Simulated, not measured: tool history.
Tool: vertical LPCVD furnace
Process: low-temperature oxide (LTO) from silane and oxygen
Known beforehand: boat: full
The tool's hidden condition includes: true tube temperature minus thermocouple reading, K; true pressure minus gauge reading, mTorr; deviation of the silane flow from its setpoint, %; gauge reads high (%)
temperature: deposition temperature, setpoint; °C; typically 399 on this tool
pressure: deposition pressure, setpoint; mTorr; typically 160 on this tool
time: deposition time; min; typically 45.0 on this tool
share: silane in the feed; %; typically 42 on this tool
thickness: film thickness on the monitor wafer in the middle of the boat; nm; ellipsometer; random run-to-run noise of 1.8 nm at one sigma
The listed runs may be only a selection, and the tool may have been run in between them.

run	hour	temperature	pressure	time	share	wafers since the last listed run	hours since the last temperature calibration	hours since the pressure gauge was zeroed	hours since the silane flow controller was replaced	hours since the gauge calibration	read-back reference wafer on the same gauge, thickness	thickness
1	0.0	399	160	45.0	42	0	1686.3	1252.0	3455.0	1044.6	321.32	348.76
2	61.6	399	160	45.0	42	978	1747.9	1313.6	3516.6	1106.2	321.06	354.63
3	103.8	399	160	45.0	42	670	1790.1	1355.8	3558.8	1148.4	321.33	352.21
4	346.1	399	160	45.0	42	3848	2032.4	1598.1	3801.1	1390.7	320.61	352.05
5	447.2	399	160	45.0	42	1605	2133.5	1699.2	3902.2	1491.8	321.12	354.81
6	500.1	399	160	45.0	42	840	2186.4	1752.1	3955.1	1544.7	320.88	352.86
7	591.4	399	160	45.0	42	1450	2277.7	1843.4	4046.4	1636.0	320.75	352.69
8	640.4	399	160	37.0	42	778	2326.7	1892.4	4095.4	1685.0	321.00	291.93
9	724.2	399	160	37.0	42	1331	2410.5	1976.2	4179.2	1768.8	321.30	292.49
# hour 810.3: gauge calibrated
10	824.6	395	160	45.0	42	1594	2510.9	2076.6	4279.6	14.3	321.44	345.83
11	863.1	395	160	45.0	42	611	2549.4	2115.1	4318.1	52.8	321.70	340.31
# hour 949.0: thermocouples replaced and temperature profile calibrated
12	949.5	395	160	45.0	42	991	0.5	2201.5	4404.5	139.2	319.94	343.89
13	1019.7	399	160	45.0	42	1115	70.7	2271.7	4474.7	209.4	321.25	361.31
14	1056.0	399	160	45.0	42	576	107.0	2308.0	4511.0	245.7	321.32	359.24
# hour 1109.9: silane flow controller replaced
15	1114.7	399	160	45.0	42	551	165.7	2366.7	4.8	304.4	320.66	361.05
16	1174.6	399	130	45.0	42	951	225.6	2426.6	64.7	364.3	320.93	298.91
# hour 1213.2: pressure gauge zeroed
17	1227.0	399	170	45.0	38	451	278.0	13.8	117.1	416.7	321.25	323.65
18	1298.1	399	160	59.5	40	1129	349.1	84.9	188.2	487.8	320.81	431.93
19	1399.6	399	125	45.0	42	1612	450.6	186.4	289.7	589.3	321.41	270.22
20	1442.2	403	175	45.0	42	676	493.2	229.0	332.3	631.9	322.20	391.87
21	1724.3	399	160	45.0	42	4481	775.3	511.1	614.4	914.0	321.82	344.52
22	1823.2	409	160	45.0	42	1571	874.2	610.0	713.3	1012.9	321.63	383.45
23	1910.1	399	200	45.0	36	1380	961.1	696.9	800.2	1099.8	319.80	357.79
24	1971.6	399	160	45.0	42	976	1022.6	758.4	861.7	1161.3	320.43	346.37
25	2072.7	399	145	49.5	48	1605	1123.7	859.5	962.8	1262.4	321.01	393.64
26	2114.7	399	160	35.0	42	667	1165.7	901.5	1004.8	1304.4	320.70	268.16
27	2205.0	388	160	45.0	42	1434	1256.0	991.8	1095.1	1394.7	321.92	306.20
28	2260.6	407	160	37.5	34	883	1311.6	1047.4	1150.7	1450.3	321.02	243.09

Predict each of these 3 candidate next runs independently; none follows another, all start after run 28:
A	2264.4	399	160	45.0	35	60	1315.4	1051.2	1154.5	1454.1	?	?
B	2264.4	399	195	45.0	49	60	1315.4	1051.2	1154.5	1454.1	?	?
C	2264.4	399	195	45.0	47	60	1315.4	1051.2	1154.5	1454.1	?	?

run	read-back reference wafer on the same gauge, thickness	thickness
A	320.92	278.55
B	320.92	496.88
C	320.92	478.35
The same runs, with their run-to-run variation unchanged, on a tool lacking any hidden condition would have given:
run	thickness
A	277.25
B	494.98
C	476.52
